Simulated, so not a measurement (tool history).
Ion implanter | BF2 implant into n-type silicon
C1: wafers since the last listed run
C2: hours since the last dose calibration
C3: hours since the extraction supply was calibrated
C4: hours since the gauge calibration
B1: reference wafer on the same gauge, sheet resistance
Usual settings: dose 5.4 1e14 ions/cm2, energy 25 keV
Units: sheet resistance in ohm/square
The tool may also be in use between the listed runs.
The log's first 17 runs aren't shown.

{"run": 18, "hour": 192.2, "dose": 4.89, "energy": 31.5, "C1": 119, "C2": 4.9, "C3": 60.5, "C4": 169.4, "B1": 230.05, "sheet resistance": 244.83}
{"run": 19, "hour": 208.0, "dose": 6.22, "energy": 25, "C1": 430, "C2": 20.7, "C3": 76.3, "C4": 185.2, "B1": 230.06, "sheet resistance": 215.91}
{"run": 20, "hour": 220.2, "dose": 6.8, "energy": 33, "C1": 332, "C2": 32.9, "C3": 88.5, "C4": 197.4, "B1": 230.06, "sheet resistance": 190.69}
{"run": 21, "hour": 233.6, "dose": 5.4, "energy": 21.5, "C1": 365, "C2": 46.3, "C3": 101.9, "C4": 210.8, "B1": 230.05, "sheet resistance": 245.21}
{"run": 22, "hour": 242.1, "dose": 5.4, "energy": 25, "C1": 231, "C2": 54.8, "C3": 110.4, "C4": 219.3, "B1": 229.97, "sheet resistance": 238.25}
{"run": 23, "hour": 255.0, "dose": 6.02, "energy": 33, "C1": 351, "C2": 67.7, "C3": 123.3, "C4": 232.2, "B1": 230.09, "sheet resistance": 208.01}
{"run": 24, "hour": 270.6, "dose": 5.4, "energy": 30, "C1": 425, "C2": 83.3, "C3": 138.9, "C4": 247.8, "B1": 230.11, "sheet resistance": 229.77}
{"run": 25, "hour": 280.5, "dose": 3.84, "energy": 32, "C1": 269, "C2": 93.2, "C3": 148.8, "C4": 257.7, "B1": 229.94, "sheet resistance": 301.91}
{"run": 26, "hour": 286.9, "dose": 5.4, "energy": 22, "C1": 174, "C2": 99.6, "C3": 155.2, "C4": 264.1, "B1": 229.95, "sheet resistance": 245.48}
{"run": 27, "hour": 300.8, "dose": 5.4, "energy": 25, "C1": 378, "C2": 113.5, "C3": 169.1, "C4": 278, "B1": 230.09, "sheet resistance": 238.8}
{"hour": 316.5, "done": "gauge calibrated"}
{"run": 28, "hour": 317.6, "dose": 5.4, "energy": 18.5, "C1": 457, "C2": 130.3, "C3": 185.9, "C4": 1.1, "B1": 229.93, "sheet resistance": 256.95}
{"run": 29, "hour": 333.9, "dose": 5.92, "energy": 33, "C1": 444, "C2": 146.6, "C3": 202.2, "C4": 17.4, "B1": 229.98, "sheet resistance": 212.22}
{"run": 30, "hour": 356.3, "dose": 5.83, "energy": 32.5, "C1": 610, "C2": 169, "C3": 224.6, "C4": 39.8, "B1": 229.98, "sheet resistance": 215.21}
{"run": 31, "hour": 366.4, "dose": 5.4, "energy": 25, "C1": 275, "C2": 179.1, "C3": 234.7, "C4": 49.9, "B1": 230.01, "sheet resistance": 240.22}
{"run": 32, "hour": 377.3, "dose": 5.4, "energy": 25, "C1": 296, "C2": 190, "C3": 245.6, "C4": 60.8, "B1": 230.12, "sheet resistance": 240.39}
{"run": 33, "hour": 388.3, "dose": 4.99, "energy": 19, "C1": 299, "C2": 201, "C3": 256.6, "C4": 71.8, "B1": 229.99, "sheet resistance": 269.09}
{"run": 34, "hour": 404.4, "dose": 3.84, "energy": 19.5, "C1": 438, "C2": 217.1, "C3": 272.7, "C4": 87.9, "B1": 230.06, "sheet resistance": 323.99}
{"run": 35, "hour": 418.1, "dose": 5.4, "energy": 25, "C1": 373, "C2": 230.8, "C3": 286.4, "C4": 101.6, "B1": 230.03, "sheet resistance": 241.43}
{"run": 36, "hour": 432.3, "dose": 6.02, "energy": 28.5, "C1": 386, "C2": 245, "C3": 300.6, "C4": 115.8, "B1": 230.09, "sheet resistance": 216.99}
{"run": 37, "hour": 439.2, "dose": 4.69, "energy": 30.5, "C1": 188, "C2": 251.9, "C3": 307.5, "C4": 122.7, "B1": 230.03, "sheet resistance": 260.16}

4 ways to go on from here, each from the tool as it stands after run 37. What would each give?
{"run": "A", "hour": 439.6, "dose": 5.4, "energy": 25, "C1": 10, "C2": 252.3, "C3": 307.9, "C4": 123.1, "B1": "?", "sheet resistance": "?"}
{"run": "B", "hour": 439.6, "dose": 6.2, "energy": 32.5, "C1": 10, "C2": 252.3, "C3": 307.9, "C4": 123.1, "B1": "?", "sheet resistance": "?"}
{"run": "C", "hour": 439.6, "dose": 6.49, "energy": 22.5, "C1": 10, "C2": 252.3, "C3": 307.9, "C4": 123.1, "B1": "?", "sheet resistance": "?"}
{"run": "D", "hour": 439.6, "dose": 4.43, "energy": 25, "C1": 10, "C2": 252.3, "C3": 307.9, "C4": 123.1, "B1": "?", "sheet resistance": "?"}

run=A B1=229.88 sheet_resistance=241.14
run=B B1=229.88 sheet_resistance=206.89
run=C B1=229.88 sheet_resistance=219.57
run=D B1=229.88 sheet_resistance=279.65
Without the tool's hidden state the same runs would have given:
run=A sheet_resistance=236.59
run=B sheet_resistance=202.92
run=C sheet_resistance=216.16
run=D sheet_resistance=273.82
